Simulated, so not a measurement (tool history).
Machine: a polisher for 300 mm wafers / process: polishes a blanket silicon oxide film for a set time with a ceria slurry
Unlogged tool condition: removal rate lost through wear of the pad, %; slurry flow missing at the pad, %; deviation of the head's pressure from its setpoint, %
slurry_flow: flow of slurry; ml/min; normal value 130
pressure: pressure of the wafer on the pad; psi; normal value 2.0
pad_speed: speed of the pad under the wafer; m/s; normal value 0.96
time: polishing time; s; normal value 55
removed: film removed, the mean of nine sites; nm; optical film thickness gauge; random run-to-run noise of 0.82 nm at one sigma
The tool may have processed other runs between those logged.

| run | hour | slurry_flow | pressure | pad_speed | time | wafers since the last listed run | wafers polished on this pad | hours since the slurry nozzle was cleaned | hours since the head pressure was calibrated | incoming thickness of the incoming film, nm | removed |
|---|---|---|---|---|---|---|---|---|---|---|---|
| 1 | 0.0 | 130 | 2.0 | 0.96 | 55 | 0 | 1053 | 15.4 | 874.9 | 1528.3 | 146.1 |
|  | 38.1 | head pressure recalibrated |
| 2 | 47.1 | 130 | 2.0 | 0.96 | 55 | 301 | 1355 | 62.5 | 9.0 | 1528.7 | 136.5 |
|  | 108.3 | worn pad replaced by a new one |
| 3 | 127.5 | 130 | 2.4 | 1.06 | 55 | 511 | 128 | 142.9 | 89.4 | 1506.6 | 175.0 |
| 4 | 231.1 | 130 | 2.4 | 1.06 | 55 | 693 | 821 | 246.5 | 193.0 | 1518.9 | 174.4 |
| 5 | 289.4 | 130 | 2.4 | 1.06 | 55 | 390 | 1211 | 304.8 | 251.3 | 1556.6 | 175.3 |
|  | 314.1 | slurry nozzle cleaned |
| 6 | 344.5 | 130 | 2.0 | 0.96 | 55 | 362 | 1573 | 30.4 | 306.4 | 1563.5 | 138.0 |
|  | 364.5 | worn pad replaced by a new one |
| 7 | 405.4 | 130 | 2.0 | 0.96 | 55 | 380 | 273 | 91.3 | 367.3 | 1517.9 | 138.0 |
| 8 | 492.1 | 130 | 2.2 | 0.96 | 42 | 580 | 854 | 178.0 | 454.0 | 1549.4 | 117.9 |
| 9 | 568.2 | 130 | 2.2 | 0.96 | 42 | 509 | 1363 | 254.1 | 530.1 | 1527.0 | 116.5 |
|  | 591.8 | worn pad replaced by a new one |
| 10 | 620.4 | 130 | 2.0 | 0.82 | 47 | 322 | 191 | 306.3 | 582.3 | 1549.7 | 106.4 |
|  | 653.0 | slurry nozzle cleaned |
| 11 | 723.6 | 130 | 2.0 | 1.28 | 36 | 683 | 875 | 70.6 | 685.5 | 1537.4 | 116.1 |
| 12 | 821.4 | 130 | 1.4 | 0.86 | 48 | 654 | 1529 | 168.4 | 783.3 | 1541.4 | 81.6 |
|  | 860.3 | worn pad replaced by a new one |
| 13 | 910.9 | 130 | 1.4 | 0.86 | 48 | 572 | 338 | 257.9 | 872.8 | 1517.4 | 82.4 |
| 14 | 987.6 | 130 | 2.0 | 0.96 | 55 | 513 | 851 | 334.6 | 949.5 | 1547.4 | 148.6 |
|  | 1030.0 | head pressure recalibrated |
|  | 1058.7 | slurry nozzle cleaned |
| 15 | 1065.3 | 150 | 2.2 | 0.96 | 55 | 499 | 1351 | 6.6 | 35.3 | 1520.0 | 152.7 |
|  | 1121.3 | worn pad replaced by a new one |
| 16 | 1124.8 | 130 | 2.6 | 0.96 | 48 | 371 | 23 | 66.1 | 94.8 | 1550.2 | 155.3 |
| 17 | 1221.5 | 105 | 2.4 | 0.96 | 55 | 647 | 670 | 162.8 | 191.5 | 1534.5 | 153.5 |
| 18 | 1260.3 | 130 | 2.0 | 0.96 | 55 | 259 | 929 | 201.6 | 230.3 | 1548.5 | 136.9 |
| 19 | 1314.6 | 145 | 2.0 | 0.96 | 55 | 363 | 1293 | 255.9 | 284.6 | 1527.2 | 139.5 |

Alternative continuations, all from the tool just after run 19; predict every row:
| A | 1315.0 | 130 | 2.0 | 0.96 | 55 | 2 | 1295 | 256.3 | 285.0 | 1561.4 | ? |
| B | 1315.0 | 110 | 2.0 | 0.96 | 70 | 2 | 1295 | 256.3 | 285.0 | 1561.4 | ? |
| C | 1315.0 | 105 | 1.7 | 1.16 | 50 | 2 | 1295 | 256.3 | 285.0 | 1561.4 | ? |
| D | 1315.0 | 160 | 2.6 | 0.86 | 43 | 2 | 1295 | 256.3 | 285.0 | 1561.4 | ? |

| run | removed |
|---|---|
| A | 135.5 |
| B | 165.9 |
| C | 115.4 |
| D | 131.9 |
Without the tool's hidden state the same runs would have given:
| run | removed |
|---|---|
| A | 133.7 |
| B | 163.7 |
| C | 113.8 |
| D | 130.1 |
